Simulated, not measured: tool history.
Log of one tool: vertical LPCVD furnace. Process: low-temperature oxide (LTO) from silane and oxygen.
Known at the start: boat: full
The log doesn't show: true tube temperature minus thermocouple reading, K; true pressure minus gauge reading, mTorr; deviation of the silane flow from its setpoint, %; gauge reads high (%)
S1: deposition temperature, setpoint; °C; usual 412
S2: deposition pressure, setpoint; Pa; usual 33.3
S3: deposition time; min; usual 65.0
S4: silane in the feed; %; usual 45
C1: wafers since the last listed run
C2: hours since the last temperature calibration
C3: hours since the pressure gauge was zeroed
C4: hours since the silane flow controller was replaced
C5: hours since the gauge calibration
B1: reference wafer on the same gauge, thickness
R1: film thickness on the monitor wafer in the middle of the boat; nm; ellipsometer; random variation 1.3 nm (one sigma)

| run | hour | S1 | S2 | S3 | S4 | C1 | C2 | C3 | C4 | C5 | B1 | R1 |
|---|---|---|---|---|---|---|---|---|---|---|---|---|
| 1 | 0.0 | 412 | 33.3 | 65.0 | 45 | 0 | 2328.8 | 2082.8 | 2258.8 | 21.4 | 767.66 | 917.71 |
| 2 | 14.7 | 412 | 33.3 | 65.0 | 45 | 229 | 2343.5 | 2097.5 | 2273.5 | 36.1 | 767.87 | 916.16 |
| 3 | 33.4 | 412 | 33.3 | 65.0 | 45 | 292 | 2362.2 | 2116.2 | 2292.2 | 54.8 | 767.50 | 917.97 |
| 4 | 51.4 | 412 | 33.3 | 65.0 | 45 | 281 | 2380.2 | 2134.2 | 2310.2 | 72.8 | 767.54 | 916.49 |
| 5 | 59.4 | 412 | 33.3 | 65.0 | 43 | 125 | 2388.2 | 2142.2 | 2318.2 | 80.8 | 768.46 | 876.17 |
| 6 | 67.5 | 412 | 33.3 | 65.0 | 43 | 126 | 2396.3 | 2150.3 | 2326.3 | 88.9 | 767.38 | 876.92 |
| 7 | 87.4 | 412 | 33.3 | 65.0 | 43 | 311 | 2416.2 | 2170.2 | 2346.2 | 108.8 | 768.20 | 878.88 |
| 8 | 101.9 | 412 | 33.3 | 65.0 | 45 | 226 | 2430.7 | 2184.7 | 2360.7 | 123.3 | 767.86 | 917.94 |
| 9 | 119.1 | 412 | 33.3 | 65.0 | 45 | 268 | 2447.9 | 2201.9 | 2377.9 | 140.5 | 768.32 | 919.78 |
|  | 144.1 | silane flow controller replaced |
|  | 149.0 | pressure gauge zeroed |
| 10 | 149.5 | 412 | 33.3 | 65.0 | 45 | 23 | 2478.3 | 0.5 | 5.4 | 170.9 | 768.00 | 917.79 |
|  | 153.5 | gauge calibrated |
| 11 | 154.4 | 402 | 37.3 | 65.0 | 45 | 76 | 2483.2 | 5.4 | 10.3 | 0.9 | 767.71 | 931.31 |
| 12 | 164.6 | 412 | 31.3 | 65.0 | 40 | 159 | 2493.4 | 15.6 | 20.5 | 11.1 | 767.51 | 763.20 |
|  | 191.0 | thermocouples replaced and temperature profile calibrated |
| 13 | 191.9 | 412 | 33.3 | 65.0 | 45 | 51 | 0.9 | 42.9 | 47.8 | 38.4 | 768.37 | 937.59 |
| 14 | 209.8 | 401 | 27.3 | 52.0 | 45 | 279 | 18.8 | 60.8 | 65.7 | 56.3 | 768.78 | 550.14 |
|  | 239.3 | thermocouples replaced and temperature profile calibrated, repeated, since the last time left the tool worse |
| 15 | 239.8 | 412 | 33.3 | 65.0 | 45 | 93 | 0.5 | 90.8 | 95.7 | 86.3 | 768.18 | 889.32 |
| 16 | 244.7 | 412 | 41.3 | 65.0 | 45 | 76 | 5.4 | 95.7 | 100.6 | 91.2 | 767.75 | 1108.51 |
| 17 | 249.6 | 412 | 40.0 | 65.0 | 42 | 76 | 10.3 | 100.6 | 105.5 | 96.1 | 768.03 | 996.82 |
| 18 | 263.4 | 412 | 33.3 | 91.0 | 45 | 215 | 24.1 | 114.4 | 119.3 | 109.9 | 768.03 | 1251.03 |
| 19 | 283.6 | 404 | 33.3 | 57.5 | 42 | 315 | 44.3 | 134.6 | 139.5 | 130.1 | 768.34 | 677.17 |
| 20 | 303.0 | 412 | 33.3 | 80.5 | 50 | 303 | 63.7 | 154.0 | 158.9 | 149.5 | 768.33 | 1214.16 |

Forecast each of these 4 alternatives for the next run:
| A | 308.0 | 412 | 33.3 | 65.0 | 45 | 78 | 68.7 | 159.0 | 163.9 | 154.5 | ? | ? |
| B | 308.0 | 412 | 31.3 | 65.0 | 50 | 78 | 68.7 | 159.0 | 163.9 | 154.5 | ? | ? |
| C | 308.0 | 412 | 36.7 | 45.5 | 39 | 78 | 68.7 | 159.0 | 163.9 | 154.5 | ? | ? |
| D | 308.0 | 412 | 26.0 | 65.0 | 37 | 78 | 68.7 | 159.0 | 163.9 | 154.5 | ? | ? |

| run | B1 | R1 |
|---|---|---|
| A | 767.79 | 891.34 |
| B | 767.79 | 919.36 |
| C | 767.79 | 587.66 |
| D | 767.79 | 558.50 |
Without the tool's hidden state the same runs would have given:
| run | R1 |
|---|---|
| A | 890.32 |
| B | 918.35 |
| C | 586.95 |
| D | 557.81 |

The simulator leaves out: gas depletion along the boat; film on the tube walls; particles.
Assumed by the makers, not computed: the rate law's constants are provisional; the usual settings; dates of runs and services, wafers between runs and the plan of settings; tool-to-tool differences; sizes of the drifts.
